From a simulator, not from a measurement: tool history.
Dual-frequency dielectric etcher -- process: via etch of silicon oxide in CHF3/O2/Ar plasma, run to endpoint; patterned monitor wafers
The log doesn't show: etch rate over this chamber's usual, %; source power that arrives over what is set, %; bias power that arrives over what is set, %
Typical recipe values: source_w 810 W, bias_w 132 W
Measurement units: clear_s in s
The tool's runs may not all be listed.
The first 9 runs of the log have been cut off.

run	hour	source_w	bias_w	wafers since the last listed run	hours since the last wet clean	hours since the last source power generator calibration	hours since the last bias power generator calibration	hours since the last upper electrode change	incoming incoming film thickness, nm	clear_s
10	127.6	700	107	2	0.9	3997.1	1870.7	3558.6	484.7	245.0
11	145.8	700	107	117	19.1	4015.3	1888.9	3576.8	485.7	245.5
12	156.1	810	132	66	29.4	4025.6	1899.2	3587.1	485.1	225.4
13	166.0	810	132	64	39.3	4035.5	1909.1	3597.0	483.7	225.2
# hour 193.8: upper electrode replaced
14	194.3	810	149	27	67.6	4063.8	1937.4	0.5	490.4	223.1
15	194.7	810	149	2	68.0	4064.2	1937.8	0.9	485.0	221.2
# hour 209.2: bias power generator calibrated
16	209.7	940	101	71	83.0	4079.2	0.5	15.9	482.1	225.9
17	220.1	810	121	67	93.4	4089.6	10.9	26.3	488.0	232.2
18	230.4	940	101	66	103.7	4099.9	21.2	36.6	486.4	227.8
19	243.6	1010	102	85	116.9	4113.1	34.4	49.8	485.6	223.5
20	273.4	870	156	192	146.7	4142.9	64.2	79.6	481.1	211.8
21	290.7	910	162	111	164.0	4160.2	81.5	96.9	484.6	209.5
22	299.4	810	132	56	172.7	4168.9	90.2	105.6	484.4	228.3
# hour 307.5: source power generator calibrated
23	316.9	670	162	87	190.2	9.4	107.7	123.1	483.7	226.5
24	324.6	1000	152	49	197.9	17.1	115.4	130.8	481.7	206.0
25	334.4	940	102	63	207.7	26.9	125.2	140.6	487.5	228.3
26	341.2	690	106	43	214.5	33.7	132.0	147.4	487.5	250.4
27	348.9	810	132	49	222.2	41.4	139.7	155.1	485.0	227.2

Estimate the outcome of run 28 from the log above:
28	364.6	670	132	101	237.9	57.1	155.4	170.8	490.5	?

Run 28 gave clear_s 243.1 s.
With the hidden condition absent and the run-to-run variation left alone, this run would have shown clear_s 243.1 s.
